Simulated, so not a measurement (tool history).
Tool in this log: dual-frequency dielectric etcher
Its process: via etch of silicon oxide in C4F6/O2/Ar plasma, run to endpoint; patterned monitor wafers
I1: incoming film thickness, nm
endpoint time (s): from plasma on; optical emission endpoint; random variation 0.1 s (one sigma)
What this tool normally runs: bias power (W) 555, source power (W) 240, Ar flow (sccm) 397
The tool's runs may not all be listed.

run 1 day=0.000 | bias_power_(W)=555 source_power_(W)=240 Ar_flow_(sccm)=397 | I1=128.3 | endpoint_time_(s)=35.0
run 2 day=0.475 | bias_power_(W)=555 source_power_(W)=240 Ar_flow_(sccm)=397 | I1=127.0 | endpoint_time_(s)=34.6
run 3 day=0.958 | bias_power_(W)=555 source_power_(W)=240 Ar_flow_(sccm)=463 | I1=129.0 | endpoint_time_(s)=35.6
run 4 day=1.638 | bias_power_(W)=555 source_power_(W)=240 Ar_flow_(sccm)=463 | I1=128.1 | endpoint_time_(s)=35.5
run 5 day=2.175 | bias_power_(W)=555 source_power_(W)=240 Ar_flow_(sccm)=463 | I1=129.3 | endpoint_time_(s)=35.7
-- day=2.479 bias power generator calibrated
run 6 day=3.600 | bias_power_(W)=555 source_power_(W)=240 Ar_flow_(sccm)=397 | I1=128.9 | endpoint_time_(s)=35.4
-- day=4.158 Ar flow controller replaced
run 7 day=4.283 | bias_power_(W)=555 source_power_(W)=240 Ar_flow_(sccm)=397 | I1=128.0 | endpoint_time_(s)=35.1
-- day=5.329 wet clean of the chamber
run 8 day=5.350 | bias_power_(W)=555 source_power_(W)=240 Ar_flow_(sccm)=397 | I1=127.5 | endpoint_time_(s)=33.8
run 9 day=5.362 | bias_power_(W)=555 source_power_(W)=240 Ar_flow_(sccm)=397 | I1=129.2 | endpoint_time_(s)=34.3
run 10 day=5.988 | bias_power_(W)=555 source_power_(W)=240 Ar_flow_(sccm)=397 | I1=127.8 | endpoint_time_(s)=33.8
-- day=7.071 upper electrode replaced
run 11 day=7.092 | bias_power_(W)=631 source_power_(W)=300 Ar_flow_(sccm)=486 | I1=127.2 | endpoint_time_(s)=30.2
run 12 day=7.104 | bias_power_(W)=555 source_power_(W)=240 Ar_flow_(sccm)=397 | I1=127.8 | endpoint_time_(s)=34.0
run 13 day=7.325 | bias_power_(W)=482 source_power_(W)=210 Ar_flow_(sccm)=357 | I1=127.8 | endpoint_time_(s)=37.5
run 14 day=7.900 | bias_power_(W)=555 source_power_(W)=290 Ar_flow_(sccm)=481 | I1=127.6 | endpoint_time_(s)=32.1
run 15 day=8.392 | bias_power_(W)=490 source_power_(W)=210 Ar_flow_(sccm)=453 | I1=128.1 | endpoint_time_(s)=38.2
run 16 day=9.100 | bias_power_(W)=555 source_power_(W)=260 Ar_flow_(sccm)=475 | I1=127.0 | endpoint_time_(s)=33.6
-- day=9.642 source power generator calibrated
run 17 day=9.662 | bias_power_(W)=437 source_power_(W)=190 Ar_flow_(sccm)=486 | I1=129.3 | endpoint_time_(s)=42.2
run 18 day=10.021 | bias_power_(W)=593 source_power_(W)=290 Ar_flow_(sccm)=446 | I1=127.1 | endpoint_time_(s)=31.2
run 19 day=10.312 | bias_power_(W)=555 source_power_(W)=260 Ar_flow_(sccm)=484 | I1=127.7 | endpoint_time_(s)=34.0
run 20 day=10.683 | bias_power_(W)=643 source_power_(W)=240 Ar_flow_(sccm)=473 | I1=127.4 | endpoint_time_(s)=32.8
run 21 day=11.125 | bias_power_(W)=416 source_power_(W)=290 Ar_flow_(sccm)=397 | I1=128.1 | endpoint_time_(s)=35.2
run 22 day=11.592 | bias_power_(W)=680 source_power_(W)=270 Ar_flow_(sccm)=397 | I1=127.8 | endpoint_time_(s)=30.6
run 23 day=12.179 | bias_power_(W)=624 source_power_(W)=240 Ar_flow_(sccm)=496 | I1=127.5 | endpoint_time_(s)=33.6
run 24 day=12.888 | bias_power_(W)=628 source_power_(W)=220 Ar_flow_(sccm)=397 | I1=128.2 | endpoint_time_(s)=34.2
run 25 day=13.550 | bias_power_(W)=665 source_power_(W)=200 Ar_flow_(sccm)=327 | I1=127.4 | endpoint_time_(s)=34.2
run 26 day=14.071 | bias_power_(W)=555 source_power_(W)=240 Ar_flow_(sccm)=397 | I1=127.2 | endpoint_time_(s)=34.5
run 27 day=14.675 | bias_power_(W)=555 source_power_(W)=240 Ar_flow_(sccm)=397 | I1=127.6 | endpoint_time_(s)=34.4
run 28 day=15.096 | bias_power_(W)=680 source_power_(W)=270 Ar_flow_(sccm)=397 | I1=127.4 | endpoint_time_(s)=30.6

5 ways to go on from here, each from the tool as it stands after run 28. What would each give?
run A day=15.112 | bias_power_(W)=555 source_power_(W)=240 Ar_flow_(sccm)=397 | I1=127.3 | endpoint_time_(s)=?
run B day=15.112 | bias_power_(W)=555 source_power_(W)=220 Ar_flow_(sccm)=363 | I1=127.3 | endpoint_time_(s)=?
run C day=15.112 | bias_power_(W)=435 source_power_(W)=190 Ar_flow_(sccm)=298 | I1=127.3 | endpoint_time_(s)=?
run D day=15.112 | bias_power_(W)=675 source_power_(W)=240 Ar_flow_(sccm)=490 | I1=127.3 | endpoint_time_(s)=?
run E day=15.112 | bias_power_(W)=555 source_power_(W)=200 Ar_flow_(sccm)=478 | I1=127.3 | endpoint_time_(s)=?

run=A endpoint_time_(s)=34.5
run=B endpoint_time_(s)=35.5
run=C endpoint_time_(s)=40.2
run=D endpoint_time_(s)=32.9
run=E endpoint_time_(s)=37.9
With no hidden state in the tool, these same runs would have given:
run=A endpoint_time_(s)=33.8
run=B endpoint_time_(s)=34.7
run=C endpoint_time_(s)=39.3
run=D endpoint_time_(s)=32.1
run=E endpoint_time_(s)=37.0

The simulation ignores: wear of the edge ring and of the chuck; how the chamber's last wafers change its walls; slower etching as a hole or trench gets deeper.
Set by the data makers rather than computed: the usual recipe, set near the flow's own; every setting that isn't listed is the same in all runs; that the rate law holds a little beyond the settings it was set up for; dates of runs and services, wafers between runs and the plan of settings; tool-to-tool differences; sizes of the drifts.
